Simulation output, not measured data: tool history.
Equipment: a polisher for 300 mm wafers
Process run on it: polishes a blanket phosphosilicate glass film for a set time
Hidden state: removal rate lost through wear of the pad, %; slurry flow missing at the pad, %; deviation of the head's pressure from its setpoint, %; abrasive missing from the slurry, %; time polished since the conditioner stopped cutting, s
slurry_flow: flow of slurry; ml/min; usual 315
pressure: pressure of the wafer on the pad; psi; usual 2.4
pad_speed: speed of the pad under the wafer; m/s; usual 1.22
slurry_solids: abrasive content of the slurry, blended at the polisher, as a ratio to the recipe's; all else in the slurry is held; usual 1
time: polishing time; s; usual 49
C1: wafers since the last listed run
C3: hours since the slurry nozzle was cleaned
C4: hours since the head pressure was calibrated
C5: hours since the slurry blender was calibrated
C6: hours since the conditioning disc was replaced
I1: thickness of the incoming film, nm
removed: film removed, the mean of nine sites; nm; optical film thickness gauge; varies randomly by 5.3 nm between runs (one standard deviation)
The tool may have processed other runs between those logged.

{"run": 1, "hour": 0.0, "slurry_flow": 315, "pressure": 2.4, "pad_speed": 1.22, "slurry_solids": 1, "time": 49, "C1": 0, "wafers polished on this pad": 4836, "C3": 566, "C4": 453.4, "C5": 655.5, "C6": 88.8, "I1": 2900.5, "removed": 319}
{"hour": 36.6, "done": "slurry nozzle cleaned"}
{"hour": 50.1, "done": "slurry blender recalibrated"}
{"run": 2, "hour": 99.6, "slurry_flow": 315, "pressure": 2.4, "pad_speed": 1.22, "slurry_solids": 1, "time": 40, "C1": 1398, "wafers polished on this pad": 6234, "C3": 63, "C4": 553, "C5": 49.5, "C6": 188.4, "I1": 2864, "removed": 255.4}
{"run": 3, "hour": 171.1, "slurry_flow": 315, "pressure": 2.4, "pad_speed": 1.22, "slurry_solids": 1, "time": 40, "C1": 1034, "wafers polished on this pad": 7269, "C3": 134.5, "C4": 624.5, "C5": 121, "C6": 259.9, "I1": 2865.8, "removed": 257.3}
{"run": 4, "hour": 265.6, "slurry_flow": 315, "pressure": 2.4, "pad_speed": 1.22, "slurry_solids": 1, "time": 40, "C1": 1367, "wafers polished on this pad": 8637, "C3": 229, "C4": 719, "C5": 215.5, "C6": 354.4, "I1": 2856, "removed": 251.1}
{"run": 5, "hour": 350.4, "slurry_flow": 315, "pressure": 2.4, "pad_speed": 1.22, "slurry_solids": 1, "time": 49, "C1": 1227, "wafers polished on this pad": 9864, "C3": 313.8, "C4": 803.8, "C5": 300.3, "C6": 439.2, "I1": 2865.4, "removed": 307.3}
{"hour": 357.7, "done": "worn pad replaced by a new one, repeated, since the last time left the tool worse"}
{"run": 6, "hour": 448.8, "slurry_flow": 315, "pressure": 2.4, "pad_speed": 1.22, "slurry_solids": 1, "time": 49, "C1": 1366, "wafers polished on this pad": 1318, "C3": 412.2, "C4": 902.2, "C5": 398.7, "C6": 537.6, "I1": 2892.7, "removed": 367.8}
{"hour": 553.9, "done": "conditioning disc replaced and pad reconditioned"}
{"run": 7, "hour": 554.4, "slurry_flow": 315, "pressure": 2.4, "pad_speed": 1.22, "slurry_solids": 1, "time": 49, "C1": 1499, "wafers polished on this pad": 2817, "C3": 517.8, "C4": 1007.8, "C5": 504.3, "C6": 0.5, "I1": 2890.9, "removed": 357.3}
{"run": 8, "hour": 600.4, "slurry_flow": 225, "pressure": 2.4, "pad_speed": 1.22, "slurry_solids": 1, "time": 49, "C1": 665, "wafers polished on this pad": 3483, "C3": 563.8, "C4": 1053.8, "C5": 550.3, "C6": 46.5, "I1": 2858.4, "removed": 344.3}
{"hour": 673.7, "done": "head pressure recalibrated"}
{"run": 9, "hour": 686.4, "slurry_flow": 315, "pressure": 3, "pad_speed": 1.22, "slurry_solids": 1, "time": 49, "C1": 1215, "wafers polished on this pad": 4699, "C3": 649.8, "C4": 12.7, "C5": 636.3, "C6": 132.5, "I1": 2876.7, "removed": 451.5}
{"hour": 724.7, "done": "slurry blender recalibrated"}
{"hour": 733.3, "done": "slurry nozzle cleaned"}
{"run": 10, "hour": 796.8, "slurry_flow": 385, "pressure": 2.4, "pad_speed": 1.4, "slurry_solids": 1, "time": 49, "C1": 1554, "wafers polished on this pad": 6253, "C3": 63.5, "C4": 123.1, "C5": 72.1, "C6": 242.9, "I1": 2864.5, "removed": 396.2}
{"run": 11, "hour": 891.5, "slurry_flow": 390, "pressure": 2.4, "pad_speed": 1.22, "slurry_solids": 1, "time": 49, "C1": 1370, "wafers polished on this pad": 7624, "C3": 158.2, "C4": 217.8, "C5": 166.8, "C6": 337.6, "I1": 2888.4, "removed": 355.3}
{"run": 12, "hour": 978.3, "slurry_flow": 315, "pressure": 2.4, "pad_speed": 1.22, "slurry_solids": 1, "time": 49, "C1": 1256, "wafers polished on this pad": 8880, "C3": 245, "C4": 304.6, "C5": 253.6, "C6": 424.4, "I1": 2889.2, "removed": 350}
{"hour": 1055.7, "done": "worn pad replaced by a new one"}
{"hour": 1144.5, "done": "conditioning disc replaced and pad reconditioned"}
{"run": 13, "hour": 1221.4, "slurry_flow": 315, "pressure": 2.4, "pad_speed": 1.22, "slurry_solids": 1, "time": 49, "C1": 3431, "wafers polished on this pad": 2369, "C3": 488.1, "C4": 547.7, "C5": 496.7, "C6": 76.9, "I1": 2873.4, "removed": 368}
{"run": 14, "hour": 1276.2, "slurry_flow": 315, "pressure": 3.2, "pad_speed": 0.86, "slurry_solids": 1.25, "time": 65, "C1": 793, "wafers polished on this pad": 3162, "C3": 542.9, "C4": 602.5, "C5": 551.5, "C6": 131.7, "I1": 2860.7, "removed": 573.4}
{"hour": 1309.4, "done": "slurry blender recalibrated"}
{"hour": 1312.9, "done": "slurry nozzle cleaned"}
{"run": 15, "hour": 1370.5, "slurry_flow": 315, "pressure": 3.1, "pad_speed": 1.22, "slurry_solids": 1, "time": 64, "C1": 1321, "wafers polished on this pad": 4483, "C3": 57.6, "C4": 696.8, "C5": 61.1, "C6": 226, "I1": 2884.5, "removed": 619.8}
{"run": 16, "hour": 1476.5, "slurry_flow": 220, "pressure": 2.4, "pad_speed": 1.22, "slurry_solids": 1, "time": 42, "C1": 1534, "wafers polished on this pad": 6018, "C3": 163.6, "C4": 802.8, "C5": 167.1, "C6": 332, "I1": 2835.9, "removed": 295.7}
{"run": 17, "hour": 1517.2, "slurry_flow": 315, "pressure": 2.4, "pad_speed": 1.22, "slurry_solids": 1, "time": 49, "C1": 589, "wafers polished on this pad": 6607, "C3": 204.3, "C4": 843.5, "C5": 207.8, "C6": 372.7, "I1": 2882.3, "removed": 354.2}
{"hour": 1636.4, "done": "worn pad replaced by a new one"}
{"hour": 1690.6, "done": "head pressure recalibrated"}
{"run": 18, "hour": 1772.9, "slurry_flow": 315, "pressure": 2.4, "pad_speed": 1.58, "slurry_solids": 1, "time": 49, "C1": 3614, "wafers polished on this pad": 1946, "C3": 460, "C4": 82.3, "C5": 463.5, "C6": 628.4, "I1": 2915.4, "removed": 448.1}
{"hour": 1846.0, "done": "conditioning disc replaced and pad reconditioned"}
{"run": 19, "hour": 1846.3, "slurry_flow": 220, "pressure": 2.4, "pad_speed": 1.22, "slurry_solids": 1, "time": 49, "C1": 1033, "wafers polished on this pad": 2980, "C3": 533.4, "C4": 155.7, "C5": 536.9, "C6": 0.3, "I1": 2862.3, "removed": 356.1}
{"run": 20, "hour": 1887.3, "slurry_flow": 315, "pressure": 2.4, "pad_speed": 1.22, "slurry_solids": 1, "time": 49, "C1": 593, "wafers polished on this pad": 3573, "C3": 574.4, "C4": 196.7, "C5": 577.9, "C6": 41.3, "I1": 2831.2, "removed": 358.8}
{"run": 21, "hour": 1991.5, "slurry_flow": 420, "pressure": 2.4, "pad_speed": 1.22, "slurry_solids": 0.75, "time": 49, "C1": 1508, "wafers polished on this pad": 5081, "C3": 678.6, "C4": 300.9, "C5": 682.1, "C6": 145.5, "I1": 2851.7, "removed": 289.2}
{"hour": 2049.5, "done": "slurry blender recalibrated"}
{"hour": 2065.9, "done": "slurry nozzle cleaned"}
{"run": 22, "hour": 2068.0, "slurry_flow": 260, "pressure": 2.4, "pad_speed": 1.22, "slurry_solids": 1.15, "time": 49, "C1": 1063, "wafers polished on this pad": 6145, "C3": 2.1, "C4": 377.4, "C5": 18.5, "C6": 222, "I1": 2909.1, "removed": 373.7}
{"run": 23, "hour": 2116.8, "slurry_flow": 315, "pressure": 2.4, "pad_speed": 1.22, "slurry_solids": 1, "time": 49, "C1": 706, "wafers polished on this pad": 6851, "C3": 50.9, "C4": 426.2, "C5": 67.3, "C6": 270.8, "I1": 2903.3, "removed": 353.7}
{"run": 24, "hour": 2195.8, "slurry_flow": 410, "pressure": 1.8, "pad_speed": 1.22, "slurry_solids": 1.25, "time": 49, "C1": 1143, "wafers polished on this pad": 7995, "C3": 129.9, "C4": 505.2, "C5": 146.3, "C6": 349.8, "I1": 2877.7, "removed": 308.2}
{"hour": 2240.3, "done": "worn pad replaced by a new one"}
{"run": 25, "hour": 2268.2, "slurry_flow": 315, "pressure": 2.4, "pad_speed": 1.54, "slurry_solids": 1.2, "time": 65, "C1": 990, "wafers polished on this pad": 403, "C3": 202.3, "C4": 577.6, "C5": 218.7, "C6": 422.2, "I1": 2863, "removed": 666.4}

Exercise: give the hidden state of the tool at every run:
slurry flow missing at the pad, %: 0 in every run
deviation of the head's pressure from its setpoint, %: 0 in every run
abrasive missing from the slurry, %: 0 in every run
time polished since the conditioner stopped cutting, s: 0 in every run
H1: removal rate lost through wear of the pad, %
run=1 H1=14.7
run=2 H1=15.7
run=3 H1=16.4
run=4 H1=17.3
run=5 H1=18.2
run=6 H1=1.46
run=7 H1=2.53
run=8 H1=2.99
run=9 H1=3.86
run=10 H1=4.98
run=11 H1=5.94
run=12 H1=6.82
run=13 H1=1.76
run=14 H1=2.32
run=15 H1=3.27
run=16 H1=4.35
run=17 H1=4.76
run=18 H1=1.6
run=19 H1=2.35
run=20 H1=2.76
run=21 H1=3.82
run=22 H1=4.59
run=23 H1=5.09
run=24 H1=5.89
run=25 H1=0.384

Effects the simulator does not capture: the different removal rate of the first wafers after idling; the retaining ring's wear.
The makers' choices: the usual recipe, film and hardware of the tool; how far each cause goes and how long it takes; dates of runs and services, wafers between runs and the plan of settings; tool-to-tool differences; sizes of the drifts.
